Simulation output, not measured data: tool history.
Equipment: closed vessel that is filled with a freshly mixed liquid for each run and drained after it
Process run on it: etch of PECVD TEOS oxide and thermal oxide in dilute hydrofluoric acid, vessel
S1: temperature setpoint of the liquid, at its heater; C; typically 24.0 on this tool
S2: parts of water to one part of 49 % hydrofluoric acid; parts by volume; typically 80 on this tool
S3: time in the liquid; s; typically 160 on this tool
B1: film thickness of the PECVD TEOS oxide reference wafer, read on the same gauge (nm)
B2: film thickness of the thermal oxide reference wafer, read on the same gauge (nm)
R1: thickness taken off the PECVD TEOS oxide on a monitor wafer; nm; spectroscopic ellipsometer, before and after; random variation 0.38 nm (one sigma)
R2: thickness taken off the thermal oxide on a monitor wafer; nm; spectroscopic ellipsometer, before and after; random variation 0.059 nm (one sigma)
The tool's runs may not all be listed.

| run | hour | S1 | S2 | S3 | B1 | B2 | R1 | R2 |
|---|---|---|---|---|---|---|---|---|
| 1 | 0.0 | 24.0 | 80 | 160 | 90.00 | 79.99 | 38.77 | 9.84 |
| 2 | 11.6 | 24.0 | 80 | 160 | 89.97 | 79.99 | 39.04 | 9.81 |
| 3 | 28.5 | 26.5 | 80 | 160 | 89.97 | 79.98 | 42.83 | 10.76 |
|  | 38.6 | thermometer replaced |
| 4 | 42.2 | 26.5 | 80 | 160 | 90.01 | 80.00 | 42.81 | 10.92 |
|  | 51.2 | hydrofluoric acid flow meter replaced |
| 5 | 57.7 | 26.5 | 80 | 160 | 90.00 | 80.01 | 42.97 | 10.91 |
| 6 | 75.2 | 24.0 | 80 | 160 | 89.98 | 80.00 | 38.27 | 9.98 |
| 7 | 89.9 | 24.0 | 80 | 160 | 90.02 | 80.00 | 39.08 | 9.87 |
| 8 | 106.4 | 24.0 | 80 | 160 | 90.04 | 80.01 | 38.44 | 9.81 |
| 9 | 116.9 | 28.5 | 80 | 160 | 89.97 | 80.00 | 45.19 | 11.73 |
| 10 | 128.5 | 22.5 | 80 | 160 | 89.97 | 80.02 | 36.53 | 9.34 |
| 11 | 141.5 | 24.0 | 80 | 195 | 89.97 | 80.00 | 48.08 | 12.15 |
| 12 | 156.6 | 25.5 | 80 | 160 | 90.03 | 80.01 | 41.17 | 10.46 |
| 13 | 163.5 | 19.5 | 110 | 75 | 89.99 | 80.01 | 10.67 | 2.69 |
| 14 | 170.2 | 26.0 | 55 | 160 | 89.99 | 80.00 | 63.29 | 16.03 |
|  | 200.0 | gauge calibrated |
| 15 | 221.1 | 20.5 | 110 | 230 | 89.97 | 80.03 | 34.02 | 8.60 |
| 16 | 250.2 | 21.5 | 45 | 230 | 90.03 | 80.01 | 93.01 | 23.58 |
| 17 | 264.4 | 24.0 | 80 | 160 | 90.02 | 79.99 | 39.50 | 9.90 |
| 18 | 279.0 | 24.0 | 80 | 225 | 90.03 | 80.01 | 55.11 | 13.99 |

Run 19, settings as shown, results not yet in. Your forecast:
| 19 | 293.7 | 21.5 | 80 | 160 | ? | ? | ? | ? |

B1: 90.01
B2: 79.99
R1: 34.78 nm
R2: 8.81 nm
With no hidden state in the tool, this same run would have given R1 34.78 nm, R2 8.81 nm.
